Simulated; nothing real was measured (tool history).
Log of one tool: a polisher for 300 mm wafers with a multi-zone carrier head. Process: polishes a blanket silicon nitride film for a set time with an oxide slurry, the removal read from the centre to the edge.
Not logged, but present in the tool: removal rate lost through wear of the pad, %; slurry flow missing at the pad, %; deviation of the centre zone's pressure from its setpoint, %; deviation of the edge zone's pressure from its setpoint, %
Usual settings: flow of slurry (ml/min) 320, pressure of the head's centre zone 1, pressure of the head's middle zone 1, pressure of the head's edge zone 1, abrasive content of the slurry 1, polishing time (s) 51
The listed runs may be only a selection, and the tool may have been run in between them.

run	hour	flow of slurry (ml/min)	pressure of the head's centre zone	pressure of the head's middle zone	pressure of the head's edge zone	abrasive content of the slurry	polishing time (s)	wafers since the last listed run	wafers polished on this pad	hours since the slurry nozzle was cleaned	hours since the centre zone pressure was calibrated	hours since the edge zone pressure was calibrated	hours since the carrier head's membrane was replaced	incoming thickness of the incoming film, nm	film removed at the wafer's centre (Å)	film removed at mid-radius (Å)	film removed at the wafer's edge (Å)
1	0	320	1	1	1	1	51	0	1034	166.6	1061.7	838.7	522.4	498.8	425	462	467
2	12	320	1	1	1	1	51	96	1131	178.6	1073.7	850.7	534.4	490.5	412	464	480
# hour 18: worn pad replaced by a new one
3	34.5	320	1	1	1	1.15	51	148	132	201.1	1096.2	873.2	556.9	485.8	441	507	506
4	64.6	320	1	1	1	1.15	51	242	374	231.2	1126.3	903.3	587	488.6	444	493	506
5	92.9	320	1	1	1	1	51	227	602	259.5	1154.6	931.6	615.3	493.8	407	464	465
6	116.9	320	1	1	1	1	51	193	795	283.5	1178.6	955.6	639.3	488.6	406	458	472
# hour 128.1: centre zone pressure recalibrated
# hour 135.2: worn pad replaced by a new one
# hour 139.9: carrier head's membrane replaced by a new one
7	140.4	320	1	1	1	1	51	102	3	307	12.3	979.1	0.5	483.7	467	459	466
# hour 147.6: slurry nozzle cleaned
# hour 169.9: edge zone pressure recalibrated
8	170.4	350	1	1	1	1	38	217	221	22.8	42.3	0.5	30.5	488.9	348	344	351
9	187	320	1	1	1	1	51	133	354	39.4	58.9	17.1	47.1	495.3	467	460	462
10	209.6	370	0.9	1.04	0.9	1	51	181	536	62	81.5	39.7	69.7	496.3	434	482	448
11	240.1	220	1.12	1	0.93	1	51	245	781	92.5	112	70.2	100.2	495	507	440	441
# hour 250.2: worn pad replaced by a new one
12	327.3	375	1	1.07	0.96	1	38	669	620	179.7	199.2	157.4	187.4	485.3	360	374	348
13	342.6	320	1	0.9	1	1	51	123	743	195	214.5	172.7	202.7	488.3	466	432	470
14	357.2	320	1	1	1	1	51	117	860	209.6	229.1	187.3	217.3	484.9	468	461	463
# hour 365.5: worn pad replaced by a new one
15	386.8	220	1	1	1.11	1	51	205	171	239.2	258.7	216.9	246.9	495.2	444	447	487
16	417.3	400	1	0.91	1.04	1	51	245	416	269.7	289.2	247.4	277.4	491.6	487	435	485
17	434.8	320	1	1.03	1.1	1.2	56	140	557	287.2	306.7	264.9	294.9	495.9	565	571	574
18	451.8	400	1	0.91	1.04	1	51	136	694	304.2	323.7	281.9	311.9	497.2	471	438	486
# hour 483.5: worn pad replaced by a new one
19	484	430	1.04	1	1.05	1.2	51	226	3	336.4	355.9	314.1	344.1	484.7	533	518	534
# hour 493.7: slurry nozzle cleaned
20	511.6	320	1	1	1	1	51	213	217	17.9	383.5	341.7	371.7	483.8	460	464	458
21	540	320	0.96	1	0.96	1.3	56	228	446	46.3	411.9	370.1	400.1	489.7	552	574	588

4 ways to go on from here, each from the tool as it stands after run 21. What would each give?
A	540.4	320	1	1	1	1	45	3	449	46.7	412.3	370.5	400.5	485.4	?	?	?
B	540.4	320	1	1	1.08	1	51	3	449	46.7	412.3	370.5	400.5	485.4	?	?	?
C	540.4	320	1.09	1	1	1	60	3	449	46.7	412.3	370.5	400.5	485.4	?	?	?
D	540.4	320	1.05	1	1	1	51	3	449	46.7	412.3	370.5	400.5	485.4	?	?	?

run	film removed at the wafer's centre (Å)	film removed at mid-radius (Å)	film removed at the wafer's edge (Å)
A	403	408	403
B	456	462	474
C	585	543	537
D	479	462	456
With no hidden state in the tool, these same runs would have given:
run	film removed at the wafer's centre (Å)	film removed at mid-radius (Å)	film removed at the wafer's edge (Å)
A	404	408	403
B	457	462	474
C	587	543	537
D	480	462	456

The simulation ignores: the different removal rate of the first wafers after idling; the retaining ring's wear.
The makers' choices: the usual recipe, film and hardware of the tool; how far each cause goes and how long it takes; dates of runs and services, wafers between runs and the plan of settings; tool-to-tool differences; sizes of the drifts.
